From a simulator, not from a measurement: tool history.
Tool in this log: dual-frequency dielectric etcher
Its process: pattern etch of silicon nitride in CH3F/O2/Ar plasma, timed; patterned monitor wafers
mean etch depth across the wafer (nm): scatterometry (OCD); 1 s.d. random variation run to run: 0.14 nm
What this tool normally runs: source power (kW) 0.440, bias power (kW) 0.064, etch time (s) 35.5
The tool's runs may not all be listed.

run    hour  source power (kW)  bias power (kW)  etch time (s)  wafers since the last listed run  hours since the last wet clean  hours since the last source power generator calibration  hours since the last bias power generator calibration  hours since the last upper electrode change  hours since the gauge calibration  read-back reference wafer on the same gauge, depth_nm  mean etch depth across the wafer (nm)
  1     0.0              0.390            0.064           35.5                                 0                           281.1                                                    697.0                                                  345.1                                       2151.4                              970.7                                                  24.40                                  22.95
  2    92.5              0.440            0.056           35.5                              1455                           373.6                                                    789.5                                                  437.6                                       2243.9                             1063.2                                                  24.36                                  22.93
  3   157.0              0.440            0.056           35.5                              1014                           438.1                                                    854.0                                                  502.1                                       2308.4                             1127.7                                                  24.35                                  22.73
      184.3  -- wet clean of the chamber
  4   256.5              0.370            0.064           35.5                              1187                            72.2                                                    953.5                                                  601.6                                       2407.9                             1227.2                                                  24.36                                  22.07
  5   305.7              0.370            0.064           35.5                               773                           121.4                                                   1002.7                                                  650.8                                       2457.1                             1276.4                                                  24.36                                  21.92
  6   342.8              0.410            0.064           29.0                               583                           158.5                                                   1039.8                                                  687.9                                       2494.2                             1313.5                                                  24.42                                  19.02
  7   445.4              0.410            0.064           29.0                              1613                           261.1                                                   1142.4                                                  790.5                                       2596.8                             1416.1                                                  24.39                                  18.93
  8   551.3              0.440            0.064           35.5                              1665                           367.0                                                   1248.3                                                  896.4                                       2702.7                             1522.0                                                  24.39                                  24.03
  9   633.0              0.440            0.064           32.5                              1285                           448.7                                                   1330.0                                                  978.1                                       2784.4                             1603.7                                                  24.38                                  22.02
 10   720.4              0.440            0.070           35.5                              1374                           536.1                                                   1417.4                                                 1065.5                                       2871.8                             1691.1                                                  24.38                                  24.61
      757.7  -- wet clean of the chamber
 11   772.2              0.440            0.070           35.5                               437                            14.5                                                   1469.2                                                 1117.3                                       2923.6                             1742.9                                                  24.37                                  25.05
      882.2  -- upper electrode replaced
 12   882.7              0.440            0.070           35.5                              1360                           125.0                                                   1579.7                                                 1227.8                                          0.5                             1853.4                                                  24.44                                  24.60
 13   924.7              0.400            0.059           35.5                               660                           167.0                                                   1621.7                                                 1269.8                                         42.5                             1895.4                                                  24.38                                  22.39
 14   980.3              0.400            0.059           35.5                               874                           222.6                                                   1677.3                                                 1325.4                                         98.1                             1951.0                                                  24.41                                  22.25
 15  1086.1              0.400            0.054           30.0                              1664                           328.4                                                   1783.1                                                 1431.2                                        203.9                             2056.8                                                  24.40                                  18.26
 16  1154.4              0.440            0.064           35.5                              1074                           396.7                                                   1851.4                                                 1499.5                                        272.2                             2125.1                                                  24.38                                  23.91
 17  1200.6              0.530            0.069           35.5                               726                           442.9                                                   1897.6                                                 1545.7                                        318.4                             2171.3                                                  24.40                                  27.03
     1279.5  -- wet clean of the chamber
 18  1282.3              0.360            0.068           25.5                               907                             2.8                                                   1979.3                                                 1627.4                                        400.1                             2253.0                                                  24.39                                  16.04
     1336.1  -- source power generator calibrated
     1346.6  -- gauge calibrated
 19  1350.5              0.440            0.057           35.5                              1009                            71.0                                                     14.4                                                 1695.6                                        468.3                                3.9                                                  24.44                                  22.95
 20  1404.7              0.490            0.077           35.5                               852                           125.2                                                     68.6                                                 1749.8                                        522.5                               58.1                                                  24.40                                  26.69
 21  1485.5              0.440            0.054           35.5                              1271                           206.0                                                    149.4                                                 1830.6                                        603.3                              138.9                                                  24.38                                  22.56
     1523.6  -- bias power generator calibrated
 22  1558.6              0.440            0.071           35.5                              1086                           279.1                                                    222.5                                                   35.0                                        676.4                              212.0                                                  24.43                                  25.10
 23  1650.2              0.440            0.070           35.5                              1440                           370.7                                                    314.1                                                  126.6                                        768.0                              303.6                                                  24.39                                  24.45
 24  1693.7              0.480            0.064           35.5                               684                           414.2                                                    357.6                                                  170.1                                        811.5                              347.1                                                  24.45                                  24.97
 25  1731.9              0.400            0.076           35.5                               600                           452.4                                                    395.8                                                  208.3                                        849.7                              385.3                                                  24.38                                  24.22
     1785.6  -- wet clean of the chamber
 26  1786.2              0.360            0.060           31.5                               476                             0.6                                                    450.1                                                  262.6                                        904.0                              439.6                                                  24.39                                  19.07
 27  1865.3              0.390            0.064           35.5                              1244                            79.7                                                    529.2                                                  341.7                                        983.1                              518.7                                                  24.37                                  22.85
 28  1954.7              0.510            0.072           35.5                              1406                           169.1                                                    618.6                                                  431.1                                       1072.5                              608.1                                                  24.45                                  26.65
 29  1997.2              0.440            0.064           31.5                               668                           211.6                                                    661.1                                                  473.6                                       1115.0                              650.6                                                  24.40                                  21.20
 30  2103.8              0.440            0.064           35.5                              1676                           318.2                                                    767.7                                                  580.2                                       1221.6                              757.2                                                  24.43                                  23.98
 31  2318.7              0.440            0.064           39.5                              3380                           533.1                                                    982.6                                                  795.1                                       1436.5                              972.1                                                  24.42                                  26.55

Forecast each of these 3 alternatives for the next run:
  A  2319.1              0.440            0.064           35.5                                 6                           533.5                                                    983.0                                                  795.5                                       1436.9                              972.5                                                      ?                                      ?
  B  2319.1              0.440            0.069           35.5                                 6                           533.5                                                    983.0                                                  795.5                                       1436.9                              972.5                                                      ?                                      ?
  C  2319.1              0.440            0.056           40.0                                 6                           533.5                                                    983.0                                                  795.5                                       1436.9                              972.5                                                      ?                                      ?

run  read-back reference wafer on the same gauge, depth_nm  mean etch depth across the wafer (nm)
  A                                                  24.41                                  23.88
  B                                                  24.41                                  24.51
  C                                                  24.41                                  25.72
What these runs would have given with no unlogged condition in the tool:
run  mean etch depth across the wafer (nm)
  A                                  23.88
  B                                  24.51
  C                                  25.72

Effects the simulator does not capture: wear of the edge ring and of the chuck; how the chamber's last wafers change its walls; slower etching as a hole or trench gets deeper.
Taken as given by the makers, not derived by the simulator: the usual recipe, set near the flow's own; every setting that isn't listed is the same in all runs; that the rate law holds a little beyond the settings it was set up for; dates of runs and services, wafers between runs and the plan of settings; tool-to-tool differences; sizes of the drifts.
